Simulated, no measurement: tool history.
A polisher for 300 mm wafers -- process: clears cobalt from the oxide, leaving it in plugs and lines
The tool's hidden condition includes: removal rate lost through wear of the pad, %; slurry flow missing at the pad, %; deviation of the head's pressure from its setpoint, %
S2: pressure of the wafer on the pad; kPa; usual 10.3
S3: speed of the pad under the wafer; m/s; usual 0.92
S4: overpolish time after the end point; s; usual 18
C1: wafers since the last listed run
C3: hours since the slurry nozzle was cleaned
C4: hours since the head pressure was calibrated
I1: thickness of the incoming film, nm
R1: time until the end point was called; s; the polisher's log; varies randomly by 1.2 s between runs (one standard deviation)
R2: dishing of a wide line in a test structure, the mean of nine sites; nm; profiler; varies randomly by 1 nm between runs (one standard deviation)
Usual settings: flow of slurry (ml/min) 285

run 1 hour=0.0 | flow_of_slurry_(ml/min)=285 S2=10.3 S3=0.92 S4=18 | C1=0 wafers_polished_on_this_pad=708 C3=41.1 C4=750.7 | I1=260.0 | R1=60.4 R2=49.8
run 2 hour=58.9 | flow_of_slurry_(ml/min)=285 S2=10.3 S3=0.92 S4=18 | C1=503 wafers_polished_on_this_pad=1212 C3=100.0 C4=809.6 | I1=260.3 | R1=58.2 R2=50.7
-- hour=103.2 worn pad replaced by a new one
run 3 hour=122.0 | flow_of_slurry_(ml/min)=285 S2=10.3 S3=0.92 S4=18 | C1=505 wafers_polished_on_this_pad=161 C3=163.1 C4=872.7 | I1=255.3 | R1=59.4 R2=50.9
-- hour=195.8 slurry nozzle cleaned
run 4 hour=216.7 | flow_of_slurry_(ml/min)=285 S2=10.3 S3=0.92 S4=18 | C1=801 wafers_polished_on_this_pad=962 C3=20.9 C4=967.4 | I1=260.2 | R1=59.1 R2=49.8
-- hour=294.1 worn pad replaced by a new one
run 5 hour=321.3 | flow_of_slurry_(ml/min)=325 S2=10.3 S3=0.92 S4=18 | C1=860 wafers_polished_on_this_pad=233 C3=125.5 C4=1072.0 | I1=262.5 | R1=59.2 R2=52.1
run 6 hour=396.2 | flow_of_slurry_(ml/min)=325 S2=10.3 S3=0.92 S4=18 | C1=640 wafers_polished_on_this_pad=873 C3=200.4 C4=1146.9 | I1=260.4 | R1=54.7 R2=50.2
-- hour=402.8 slurry nozzle cleaned
run 7 hour=438.4 | flow_of_slurry_(ml/min)=325 S2=10.3 S3=0.92 S4=18 | C1=352 wafers_polished_on_this_pad=1226 C3=35.6 C4=1189.1 | I1=264.8 | R1=57.8 R2=51.0
-- hour=475.3 worn pad replaced by a new one
run 8 hour=475.8 | flow_of_slurry_(ml/min)=250 S2=8.3 S3=0.92 S4=18 | C1=285 wafers_polished_on_this_pad=4 C3=73.0 C4=1226.5 | I1=258.5 | R1=72.8 R2=44.7
run 9 hour=526.4 | flow_of_slurry_(ml/min)=245 S2=13.1 S3=0.92 S4=18 | C1=432 wafers_polished_on_this_pad=437 C3=123.6 C4=1277.1 | I1=260.7 | R1=48.7 R2=56.0
-- hour=555.7 head pressure recalibrated
run 10 hour=603.7 | flow_of_slurry_(ml/min)=285 S2=10.3 S3=0.62 S4=18 | C1=644 wafers_polished_on_this_pad=1081 C3=200.9 C4=48.0 | I1=255.7 | R1=74.3 R2=41.3
-- hour=638.3 slurry nozzle cleaned
-- hour=696.6 worn pad replaced by a new one
-- hour=716.8 head pressure recalibrated, repeated, since the last time left the tool worse
run 11 hour=756.7 | flow_of_slurry_(ml/min)=285 S2=10.3 S3=0.92 S4=18 | C1=1248 wafers_polished_on_this_pad=497 C3=118.4 C4=39.9 | I1=264.8 | R1=64.1 R2=48.9
run 12 hour=816.2 | flow_of_slurry_(ml/min)=365 S2=10.3 S3=0.92 S4=18 | C1=508 wafers_polished_on_this_pad=1006 C3=177.9 C4=99.4 | I1=263.1 | R1=61.8 R2=48.8
-- hour=853.9 slurry nozzle cleaned
run 13 hour=889.4 | flow_of_slurry_(ml/min)=285 S2=10.3 S3=0.92 S4=14 | C1=617 wafers_polished_on_this_pad=1623 C3=35.5 C4=172.6 | I1=260.7 | R1=60.7 R2=41.9
-- hour=934.9 worn pad replaced by a new one
run 14 hour=966.8 | flow_of_slurry_(ml/min)=380 S2=13.8 S3=0.80 S4=27 | C1=627 wafers_polished_on_this_pad=272 C3=112.9 C4=250.0 | I1=257.6 | R1=51.3 R2=67.2
run 15 hour=1049.4 | flow_of_slurry_(ml/min)=215 S2=12.4 S3=0.92 S4=18 | C1=706 wafers_polished_on_this_pad=979 C3=195.5 C4=332.6 | I1=256.3 | R1=51.8 R2=55.8

Consider 5 possible next runs. They are alternatives, not a sequence: every one starts from the tool as it was left by run 15. What does each give?
run A hour=1049.9 | flow_of_slurry_(ml/min)=285 S2=10.3 S3=0.92 S4=18 | C1=4 wafers_polished_on_this_pad=983 C3=196.0 C4=333.1 | I1=265.2 | R1=? R2=?
run B hour=1049.9 | flow_of_slurry_(ml/min)=315 S2=10.3 S3=0.92 S4=8 | C1=4 wafers_polished_on_this_pad=983 C3=196.0 C4=333.1 | I1=265.2 | R1=? R2=?
run C hour=1049.9 | flow_of_slurry_(ml/min)=285 S2=10.3 S3=0.62 S4=12 | C1=4 wafers_polished_on_this_pad=983 C3=196.0 C4=333.1 | I1=265.2 | R1=? R2=?
run D hour=1049.9 | flow_of_slurry_(ml/min)=285 S2=13.1 S3=0.92 S4=18 | C1=4 wafers_polished_on_this_pad=983 C3=196.0 C4=333.1 | I1=265.2 | R1=? R2=?
run E hour=1049.9 | flow_of_slurry_(ml/min)=355 S2=10.3 S3=0.68 S4=18 | C1=4 wafers_polished_on_this_pad=983 C3=196.0 C4=333.1 | I1=265.2 | R1=? R2=?

run=A R1=61.5 R2=48.9
run=B R1=61.0 R2=26.7
run=C R1=87.3 R2=27.8
run=D R1=49.4 R2=55.8
run=E R1=79.3 R2=41.1
What these runs would have given with no unlogged condition in the tool:
run=A R1=63.0 R2=48.1
run=B R1=62.6 R2=26.2
run=C R1=89.5 R2=27.2
run=D R1=50.7 R2=55.0
run=E R1=81.4 R2=40.3

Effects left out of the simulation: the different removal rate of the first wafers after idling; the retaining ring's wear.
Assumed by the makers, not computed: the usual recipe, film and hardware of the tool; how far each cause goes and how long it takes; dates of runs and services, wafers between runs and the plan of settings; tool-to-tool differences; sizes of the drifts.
